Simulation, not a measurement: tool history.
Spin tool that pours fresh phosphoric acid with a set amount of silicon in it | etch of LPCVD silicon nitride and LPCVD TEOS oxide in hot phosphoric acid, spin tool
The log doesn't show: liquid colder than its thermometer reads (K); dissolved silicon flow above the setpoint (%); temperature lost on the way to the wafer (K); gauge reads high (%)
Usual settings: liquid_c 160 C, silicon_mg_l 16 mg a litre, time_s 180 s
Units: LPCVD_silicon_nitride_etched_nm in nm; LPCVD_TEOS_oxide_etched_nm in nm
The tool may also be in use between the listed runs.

run   hour  liquid_c  silicon_mg_l  time_s  wafers since the last listed run  hours since the thermometer was replaced  hours since the dissolved silicon flow meter was replaced  hours since the heated supply line was repaired  hours since the gauge calibration  read-back film thickness of the LPCVD silicon nitride reference wafer, read on the same gauge (nm)  read-back film thickness of the LPCVD TEOS oxide reference wafer, read on the same gauge (nm)  LPCVD_silicon_nitride_etched_nm  LPCVD_TEOS_oxide_etched_nm
  1      0       160            16     180                                 0                                     503.9                                                       2367                                            618.7                                227                                                                                                 100                                                                                         59.987                            17.13                       0.477
  2   17.8     158.5           9.5     180                               100                                     521.7                                                     2384.8                                            636.5                              244.8                                                                                              100.01                                                                                         60.036                            16.15                       0.493
  3   52.6     158.5           9.5     180                               196                                     556.5                                                     2419.6                                            671.3                              279.6                                                                                                 100                                                                                         59.996                            16.22                       0.524
      76.9  -- dissolved silicon flow meter replaced
  4   78.5     161.5            16     180                               140                                     582.4                                                        1.6                                            697.2                              305.5                                                                                              100.03                                                                                          60.02                            17.91                       0.499
        88  -- thermometer replaced
  5  106.8     160.5            16     180                               153                                      18.8                                                       29.9                                            725.5                              333.8                                                                                                 100                                                                                         60.075                            17.27                       0.502
  6  197.8       160            16     180                               513                                     109.8                                                      120.9                                            816.5                              424.8                                                                                              100.02                                                                                          60.05                            16.96                       0.468
     199.3  -- heated supply line repaired
  7  223.8       161            16     180                               140                                     135.8                                                      146.9                                             24.5                              450.8                                                                                               99.99                                                                                             60                            17.23                       0.472
  8  249.3       160          19.5     180                               143                                     161.3                                                      172.4                                               50                              476.3                                                                                               99.99                                                                                         59.963                            16.56                       0.419
  9  272.1       160            16     180                               128                                     184.1                                                      195.2                                             72.8                              499.1                                                                                              100.03                                                                                         59.967                            16.68                       0.415
 10    306       160            16      90                               191                                       218                                                      229.1                                            106.7                                533                                                                                              100.01                                                                                         60.049                             8.31                       0.229
     328.8  -- heated supply line repaired, repeated, since the last time left the tool worse
 11  331.5       163            29     180                               138                                     243.5                                                      254.6                                              2.7                              558.5                                                                                                 100                                                                                         59.975                            19.41                        0.41
 12  358.5       160            16     180                               152                                     270.5                                                      281.6                                             29.7                              585.5                                                                                               99.99                                                                                         60.021                            17.44                       0.489
 13  387.7       160            25     225                               164                                     299.7                                                      310.8                                             58.9                              614.7                                                                                              100.01                                                                                         60.005                            21.92                       0.461
     394.9  -- gauge calibrated
 14  417.6       160            16     180                               168                                     329.6                                                      340.7                                             88.8                               22.7                                                                                              100.03                                                                                         59.972                            17.68                       0.474
 15  450.7       160           9.5     225                               186                                     362.7                                                      373.8                                            121.9                               55.8                                                                                              100.01                                                                                         59.993                            21.73                       0.728
 16  470.1       160            16     180                               109                                     382.1                                                      393.2                                            141.3                               75.2                                                                                               99.99                                                                                         59.976                            17.47                       0.496
 17  496.9       160            16     225                               151                                     408.9                                                        420                                            168.1                                102                                                                                                 100                                                                                         59.993                            21.83                        0.59
 18  515.5       160            16     180                               104                                     427.5                                                      438.6                                            186.7                              120.6                                                                                              100.02                                                                                          59.94                             17.6                       0.505
 19  538.8       163          20.5     140                               131                                     450.8                                                      461.9                                              210                              143.9                                                                                               99.99                                                                                         60.009                            15.03                       0.402
 20  566.7     161.5          25.5      95                               157                                     478.7                                                      489.8                                            237.9                              171.8                                                                                                 100                                                                                         60.008                             9.66                       0.233
 21  580.5       160            16     130                                77                                     492.5                                                      503.6                                            251.7                              185.6                                                                                              100.02                                                                                         60.053                            12.53                       0.333

5 ways to go on from here, each from the tool as it stands after run 21. What would each give?
  A   581       160            16     180                                 2                                       493                                                      504.1                                            252.2                              186.1                                                                                                   ?                                                                                              ?                                ?                           ?
  B   581       158            16     180                                 2                                       493                                                      504.1                                            252.2                              186.1                                                                                                   ?                                                                                              ?                                ?                           ?
  C   581       163            16      85                                 2                                       493                                                      504.1                                            252.2                              186.1                                                                                                   ?                                                                                              ?                                ?                           ?
  D   581       160            28     255                                 2                                       493                                                      504.1                                            252.2                              186.1                                                                                                   ?                                                                                              ?                                ?                           ?
  E   581       160            16     135                                 2                                       493                                                      504.1                                            252.2                              186.1                                                                                                   ?                                                                                              ?                                ?                           ?

run  read-back film thickness of the LPCVD silicon nitride reference wafer, read on the same gauge (nm)  read-back film thickness of the LPCVD TEOS oxide reference wafer, read on the same gauge (nm)  LPCVD_silicon_nitride_etched_nm  LPCVD_TEOS_oxide_etched_nm
  A                                                                                              100.01                                                                                         60.075                            17.41                       0.484
  B                                                                                              100.01                                                                                         60.075                            16.27                       0.417
  C                                                                                              100.01                                                                                         60.075                             9.09                       0.285
  D                                                                                              100.01                                                                                         60.075                            24.66                       0.474
  E                                                                                              100.01                                                                                         60.075                            13.05                       0.363
Without the tool's hidden state the same runs would have given:
run  LPCVD_silicon_nitride_etched_nm  LPCVD_TEOS_oxide_etched_nm
  A                            17.59                       0.495
  B                            16.44                       0.426
  C                             9.18                       0.291
  D                            24.92                       0.485
  E                            13.19                       0.371
